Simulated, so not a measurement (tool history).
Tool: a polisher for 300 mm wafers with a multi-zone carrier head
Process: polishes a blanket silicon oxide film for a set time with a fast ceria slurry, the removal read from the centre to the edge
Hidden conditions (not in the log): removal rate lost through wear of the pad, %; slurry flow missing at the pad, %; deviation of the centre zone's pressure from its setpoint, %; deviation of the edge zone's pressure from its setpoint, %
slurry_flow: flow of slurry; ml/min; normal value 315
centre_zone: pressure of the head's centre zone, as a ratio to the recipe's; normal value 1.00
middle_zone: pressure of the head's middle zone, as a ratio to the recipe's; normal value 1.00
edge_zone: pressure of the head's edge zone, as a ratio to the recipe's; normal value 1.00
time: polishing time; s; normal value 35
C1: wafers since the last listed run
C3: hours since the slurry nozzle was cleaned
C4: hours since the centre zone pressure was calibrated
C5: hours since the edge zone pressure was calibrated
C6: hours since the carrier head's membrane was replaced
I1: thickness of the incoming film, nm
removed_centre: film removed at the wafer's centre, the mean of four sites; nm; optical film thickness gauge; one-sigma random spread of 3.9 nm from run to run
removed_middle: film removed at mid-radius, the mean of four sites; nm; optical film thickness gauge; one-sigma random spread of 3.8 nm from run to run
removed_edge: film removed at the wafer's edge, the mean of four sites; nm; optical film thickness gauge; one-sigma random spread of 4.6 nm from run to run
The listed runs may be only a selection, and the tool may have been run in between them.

run 1 hour=0.0 | slurry_flow=315 centre_zone=1.00 middle_zone=1.00 edge_zone=1.00 time=35 | C1=0 wafers_polished_on_this_pad=3644 C3=792.4 C4=343.5 C5=73.9 C6=418.2 | I1=3175.5 | removed_centre=422.5 removed_middle=393.9 removed_edge=392.4
-- hour=69.3 worn pad replaced by a new one
run 2 hour=99.4 | slurry_flow=355 centre_zone=1.00 middle_zone=1.00 edge_zone=1.00 time=35 | C1=1009 wafers_polished_on_this_pad=318 C3=891.8 C4=442.9 C5=173.3 C6=517.6 | I1=3177.0 | removed_centre=431.5 removed_middle=407.4 removed_edge=403.0
-- hour=134.6 slurry nozzle cleaned
run 3 hour=152.8 | slurry_flow=355 centre_zone=1.00 middle_zone=1.00 edge_zone=1.00 time=35 | C1=554 wafers_polished_on_this_pad=872 C3=18.2 C4=496.3 C5=226.7 C6=571.0 | I1=3166.6 | removed_centre=445.4 removed_middle=404.7 removed_edge=399.3
-- hour=199.1 carrier head's membrane replaced by a new one
run 4 hour=201.6 | slurry_flow=315 centre_zone=1.00 middle_zone=1.00 edge_zone=1.00 time=35 | C1=463 wafers_polished_on_this_pad=1336 C3=67.0 C4=545.1 C5=275.5 C6=2.5 | I1=3150.7 | removed_centre=432.4 removed_middle=389.5 removed_edge=398.9
run 5 hour=282.9 | slurry_flow=315 centre_zone=1.00 middle_zone=1.00 edge_zone=1.00 time=35 | C1=859 wafers_polished_on_this_pad=2196 C3=148.3 C4=626.4 C5=356.8 C6=83.8 | I1=3244.3 | removed_centre=438.1 removed_middle=396.0 removed_edge=398.2
run 6 hour=337.8 | slurry_flow=315 centre_zone=1.00 middle_zone=1.00 edge_zone=1.00 time=35 | C1=580 wafers_polished_on_this_pad=2776 C3=203.2 C4=681.3 C5=411.7 C6=138.7 | I1=3221.6 | removed_centre=427.1 removed_middle=399.8 removed_edge=395.6
-- hour=352.0 centre zone pressure recalibrated
run 7 hour=408.1 | slurry_flow=315 centre_zone=0.93 middle_zone=1.07 edge_zone=1.04 time=35 | C1=722 wafers_polished_on_this_pad=3499 C3=273.5 C4=56.1 C5=482.0 C6=209.0 | I1=3105.7 | removed_centre=381.2 removed_middle=418.0 removed_edge=403.6
run 8 hour=473.2 | slurry_flow=315 centre_zone=1.00 middle_zone=1.00 edge_zone=1.00 time=35 | C1=688 wafers_polished_on_this_pad=4187 C3=338.6 C4=121.2 C5=547.1 C6=274.1 | I1=3173.6 | removed_centre=414.0 removed_middle=390.3 removed_edge=389.2
-- hour=560.9 worn pad replaced by a new one, of another model than before
run 9 hour=685.4 | slurry_flow=270 centre_zone=0.91 middle_zone=1.00 edge_zone=0.94 time=35 | C1=2202 wafers_polished_on_this_pad=1317 C3=550.8 C4=333.4 C5=759.3 C6=486.3 | I1=3204.9 | removed_centre=379.3 removed_middle=390.7 removed_edge=381.2
-- hour=705.5 edge zone pressure recalibrated
run 10 hour=778.2 | slurry_flow=255 centre_zone=0.90 middle_zone=1.00 edge_zone=1.07 time=35 | C1=960 wafers_polished_on_this_pad=2277 C3=643.6 C4=426.2 C5=72.7 C6=579.1 | I1=3133.8 | removed_centre=379.5 removed_middle=381.1 removed_edge=403.1
-- hour=854.0 carrier head's membrane replaced by a new one
run 11 hour=872.4 | slurry_flow=315 centre_zone=1.00 middle_zone=1.00 edge_zone=0.89 time=35 | C1=943 wafers_polished_on_this_pad=3221 C3=737.8 C4=520.4 C5=166.9 C6=18.4 | I1=3146.0 | removed_centre=447.4 removed_middle=398.5 removed_edge=372.5
run 12 hour=915.7 | slurry_flow=315 centre_zone=1.00 middle_zone=1.00 edge_zone=1.00 time=35 | C1=458 wafers_polished_on_this_pad=3679 C3=781.1 C4=563.7 C5=210.2 C6=61.7 | I1=3167.8 | removed_centre=450.5 removed_middle=397.7 removed_edge=389.4
-- hour=928.1 slurry nozzle cleaned
run 13 hour=953.1 | slurry_flow=315 centre_zone=1.00 middle_zone=1.00 edge_zone=1.09 time=27 | C1=385 wafers_polished_on_this_pad=4064 C3=25.0 C4=601.1 C5=247.6 C6=99.1 | I1=3189.9 | removed_centre=337.6 removed_middle=307.9 removed_edge=317.2
-- hour=981.1 worn pad replaced by a new one
run 14 hour=992.6 | slurry_flow=410 centre_zone=1.00 middle_zone=0.94 edge_zone=1.00 time=41 | C1=375 wafers_polished_on_this_pad=122 C3=64.5 C4=640.6 C5=287.1 C6=138.6 | I1=3146.9 | removed_centre=548.3 removed_middle=454.5 removed_edge=476.0
run 15 hour=1029.3 | slurry_flow=315 centre_zone=1.00 middle_zone=1.00 edge_zone=1.00 time=27 | C1=388 wafers_polished_on_this_pad=510 C3=101.2 C4=677.3 C5=323.8 C6=175.3 | I1=3193.0 | removed_centre=346.1 removed_middle=306.4 removed_edge=311.3
-- hour=1066.1 centre zone pressure recalibrated
run 16 hour=1094.4 | slurry_flow=420 centre_zone=1.00 middle_zone=1.11 edge_zone=1.00 time=35 | C1=667 wafers_polished_on_this_pad=1177 C3=166.3 C4=28.3 C5=388.9 C6=240.4 | I1=3136.2 | removed_centre=420.0 removed_middle=442.7 removed_edge=400.3
run 17 hour=1184.2 | slurry_flow=245 centre_zone=1.00 middle_zone=1.00 edge_zone=1.05 time=44 | C1=949 wafers_polished_on_this_pad=2127 C3=256.1 C4=118.1 C5=478.7 C6=330.2 | I1=3116.7 | removed_centre=496.3 removed_middle=466.9 removed_edge=487.9
run 18 hour=1285.2 | slurry_flow=315 centre_zone=1.00 middle_zone=1.00 edge_zone=1.00 time=35 | C1=1068 wafers_polished_on_this_pad=3195 C3=357.1 C4=219.1 C5=579.7 C6=431.2 | I1=3158.9 | removed_centre=423.9 removed_middle=400.5 removed_edge=398.1
run 19 hour=1349.4 | slurry_flow=315 centre_zone=1.00 middle_zone=1.00 edge_zone=0.93 time=39 | C1=679 wafers_polished_on_this_pad=3874 C3=421.3 C4=283.3 C5=643.9 C6=495.4 | I1=3186.7 | removed_centre=482.3 removed_middle=441.2 removed_edge=426.7
-- hour=1378.7 worn pad replaced by a new one
run 20 hour=1386.8 | slurry_flow=315 centre_zone=1.08 middle_zone=1.00 edge_zone=1.00 time=35 | C1=353 wafers_polished_on_this_pad=86 C3=458.7 C4=320.7 C5=681.3 C6=532.8 | I1=3138.1 | removed_centre=469.2 removed_middle=395.9 removed_edge=393.9
-- hour=1450.3 carrier head's membrane replaced by a new one
run 21 hour=1468.6 | slurry_flow=315 centre_zone=1.00 middle_zone=1.00 edge_zone=0.94 time=35 | C1=812 wafers_polished_on_this_pad=898 C3=540.5 C4=402.5 C5=763.1 C6=18.3 | I1=3206.8 | removed_centre=439.6 removed_middle=391.2 removed_edge=381.9

What if the next run were any one of these 5? Each begins from the tool's condition after run 21:
run A hour=1469.0 | slurry_flow=315 centre_zone=1.00 middle_zone=1.00 edge_zone=1.00 time=46 | C1=4 wafers_polished_on_this_pad=902 C3=540.9 C4=402.9 C5=763.5 C6=18.7 | I1=3204.5 | removed_centre=? removed_middle=? removed_edge=?
run B hour=1469.0 | slurry_flow=400 centre_zone=0.91 middle_zone=0.94 edge_zone=1.00 time=35 | C1=4 wafers_polished_on_this_pad=902 C3=540.9 C4=402.9 C5=763.5 C6=18.7 | I1=3204.5 | removed_centre=? removed_middle=? removed_edge=?
run C hour=1469.0 | slurry_flow=315 centre_zone=1.00 middle_zone=0.90 edge_zone=0.96 time=35 | C1=4 wafers_polished_on_this_pad=902 C3=540.9 C4=402.9 C5=763.5 C6=18.7 | I1=3204.5 | removed_centre=? removed_middle=? removed_edge=?
run D hour=1469.0 | slurry_flow=265 centre_zone=1.00 middle_zone=1.09 edge_zone=0.95 time=42 | C1=4 wafers_polished_on_this_pad=902 C3=540.9 C4=402.9 C5=763.5 C6=18.7 | I1=3204.5 | removed_centre=? removed_middle=? removed_edge=?
run E hour=1469.0 | slurry_flow=275 centre_zone=1.10 middle_zone=0.90 edge_zone=1.00 time=29 | C1=4 wafers_polished_on_this_pad=902 C3=540.9 C4=402.9 C5=763.5 C6=18.7 | I1=3204.5 | removed_centre=? removed_middle=? removed_edge=?

run=A removed_centre=570.5 removed_middle=525.5 removed_edge=521.9
run=B removed_centre=409.0 removed_middle=390.9 removed_edge=406.2
run=C removed_centre=433.8 removed_middle=366.4 removed_edge=389.9
run=D removed_centre=503.1 removed_middle=499.8 removed_edge=453.3
run=E removed_centre=383.6 removed_middle=296.2 removed_edge=323.5
The same runs, with their run-to-run variation unchanged, on a tool lacking any hidden condition would have given:
run=A removed_centre=515.4 removed_middle=525.8 removed_edge=521.9
run=B removed_centre=369.2 removed_middle=391.1 removed_edge=406.2
run=C removed_centre=391.9 removed_middle=366.6 removed_edge=389.9
run=D removed_centre=454.6 removed_middle=500.1 removed_edge=453.3
run=E removed_centre=346.8 removed_middle=296.4 removed_edge=323.5

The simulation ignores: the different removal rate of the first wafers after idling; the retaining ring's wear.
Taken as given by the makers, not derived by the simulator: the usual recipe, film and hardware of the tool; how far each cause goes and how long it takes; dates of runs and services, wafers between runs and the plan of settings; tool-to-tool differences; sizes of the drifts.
